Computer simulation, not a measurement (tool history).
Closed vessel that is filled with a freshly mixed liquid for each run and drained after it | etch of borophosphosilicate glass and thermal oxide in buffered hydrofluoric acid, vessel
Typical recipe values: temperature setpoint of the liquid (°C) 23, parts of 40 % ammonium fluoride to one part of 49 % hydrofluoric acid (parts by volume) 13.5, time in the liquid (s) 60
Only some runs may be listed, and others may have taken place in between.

run	hour	temperature setpoint of the liquid (°C)	parts of 40 % ammonium fluoride to one part of 49 % hydrofluoric acid (parts by volume)	time in the liquid (s)	wafers since the last listed run	hours since the thermometer was replaced	hours since the hydrofluoric acid flow meter was replaced	hours since the gauge calibration	read-back film thickness of the borophosphosilicate glass reference wafer, read on the same gauge (nm)	read-back film thickness of the thermal oxide reference wafer, read on the same gauge (nm)	thickness taken off the borophosphosilicate glass on a monitor wafer (nm)	thickness taken off the thermal oxide on a monitor wafer (nm)
1	0	23	13.5	60	0	1811.4	273.4	452.7	69.99	39.98	48.35	48.9
2	26.1	23	13.5	60	2590	1837.5	299.5	478.8	70.03	39.99	48.42	48.95
3	57.6	23	16.5	60	3126	1869	331	510.3	70.04	40	39.9	39.64
4	87.2	23	16.5	60	2937	1898.6	360.6	539.9	69.98	40	39.3	39.36
5	105.5	23	13.5	60	1816	1916.9	378.9	558.2	70.01	40	48.4	47.96
6	131	23	13.5	60	2530	1942.4	404.4	583.7	70.03	40	47.59	48.35
7	149.2	23	13.5	60	1806	1960.6	422.6	601.9	70.02	40	48.24	48.31
8	167.7	23	9.5	60	1835	1979.1	441.1	620.4	70.02	39.98	66.13	66.94
9	195.2	23	13.5	60	2729	2006.6	468.6	647.9	70.04	40	48.07	48.05
# hour 206.3: gauge calibrated
10	216.6	22	13.5	60	2123	2028	490	10.3	69.97	40	44.95	45.03
11	252.1	20.5	13.5	90	3523	2063.5	525.5	45.8	69.99	40.01	61.81	62.99
12	278.5	23	13.5	60	2619	2089.9	551.9	72.2	70	40	48.06	47.64
13	299.4	23	13.5	45	2074	2110.8	572.8	93.1	70	40	35.49	35.5
14	330.3	27	13.5	35	3066	2141.7	603.7	124	69.98	40	34.61	34.25
15	364.7	25	10.5	75	3413	2176.1	638.1	158.4	70.03	40.02	84.96	85.8
# hour 383.4: thermometer replaced
16	383.9	23	9	60	1806	0.5	657.3	177.6	70	40.01	69.52	70.65
# hour 415.9: hydrofluoric acid flow meter replaced
17	475.7	23	13.5	90	9010	92.3	59.8	269.4	70	40	73.23	75.4
18	532.5	19	9	60	5636	149.1	116.6	326.2	69.96	40	56.76	56.53
19	618	23	13.5	60	8485	234.6	202.1	411.7	69.97	39.99	48.74	49.27
20	630.1	23	13.5	60	1200	246.7	214.2	423.8	70.01	39.98	48.4	49

4 ways to go on from here, each from the tool as it stands after run 20. What would each give?
A	630.8	23	13.5	50	69	247.4	214.9	424.5	?	?	?	?
B	630.8	21.5	18.5	30	69	247.4	214.9	424.5	?	?	?	?
C	630.8	25	9.5	60	69	247.4	214.9	424.5	?	?	?	?
D	630.8	27	17	50	69	247.4	214.9	424.5	?	?	?	?

run	read-back film thickness of the borophosphosilicate glass reference wafer, read on the same gauge (nm)	read-back film thickness of the thermal oxide reference wafer, read on the same gauge (nm)	thickness taken off the borophosphosilicate glass on a monitor wafer (nm)	thickness taken off the thermal oxide on a monitor wafer (nm)
A	70.05	39.99	40.41	41.24
B	70.05	39.99	16.36	16.7
C	70.05	39.99	75.34	76.8
D	70.05	39.99	39.91	40.85
The same runs, with their run-to-run variation unchanged, on a tool lacking any hidden condition would have given:
run	thickness taken off the borophosphosilicate glass on a monitor wafer (nm)	thickness taken off the thermal oxide on a monitor wafer (nm)
A	40.99	41.83
B	16.6	16.94
C	76.04	77.5
D	40.49	41.44
